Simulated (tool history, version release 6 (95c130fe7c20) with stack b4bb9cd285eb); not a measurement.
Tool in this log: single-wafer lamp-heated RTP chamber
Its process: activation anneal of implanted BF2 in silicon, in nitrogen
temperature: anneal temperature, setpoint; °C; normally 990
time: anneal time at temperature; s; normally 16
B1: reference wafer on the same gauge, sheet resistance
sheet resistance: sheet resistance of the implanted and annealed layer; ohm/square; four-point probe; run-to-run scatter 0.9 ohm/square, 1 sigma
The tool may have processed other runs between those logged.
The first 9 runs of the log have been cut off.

Run 10, hour 571.7: usual settings; B1 538.74. Result: sheet resistance 601.06 ohm/square.
Run 11, hour 608.3: usual settings; B1 539.16. Result: sheet resistance 601.11 ohm/square.
Run 12, hour 678.6: usual settings but temperature 972 °C; B1 539.12. Result: sheet resistance 609.82 ohm/square.
Run 13, hour 716.0: usual settings but temperature 984 °C, time 9 s; B1 539.17. Result: sheet resistance 605.41 ohm/square.
At hour 745.1: pyrometer window cleaned and pyrometer calibrated.
Run 14, hour 768.5: usual settings but temperature 984 °C, time 9 s; B1 539.13. Result: sheet resistance 605.14 ohm/square.
Run 15, hour 825.3: usual settings but time 22 s; B1 539.01. Result: sheet resistance 598.56 ohm/square.
Run 16, hour 861.0: usual settings but temperature 1014 °C, time 25 s; B1 538.97. Result: sheet resistance 593.35 ohm/square.
Run 17, hour 925.0: usual settings; B1 538.87. Result: sheet resistance 600.81 ohm/square.
Run 18, hour 961.8: usual settings but temperature 975 °C, time 13 s; B1 539.01. Result: sheet resistance 609.96 ohm/square.
At hour 961.9: gauge calibrated.
Run 19, hour 1015.8: usual settings but temperature 1003 °C, time 11 s; B1 538.84. Result: sheet resistance 601.55 ohm/square.
Run 20, hour 1063.7: usual settings but temperature 1002 °C, time 23 s; B1 538.98. Result: sheet resistance 596.46 ohm/square.
At hour 1089.9: pyrometer window cleaned and pyrometer calibrated.
Run 21, hour 1091.0: usual settings but time 11 s; B1 538.98. Result: sheet resistance 603.93 ohm/square.

Run 22 comes next. What will it give?
Run 22, hour 1141.2: usual settings but temperature 975 °C, time 25 s; B1 ?. Result: sheet resistance ?.

B1: 538.96
sheet resistance: 604.75 ohm/square
The same run, on a tool lacking any hidden state, would have yielded sheet resistance 604.75 ohm/square.
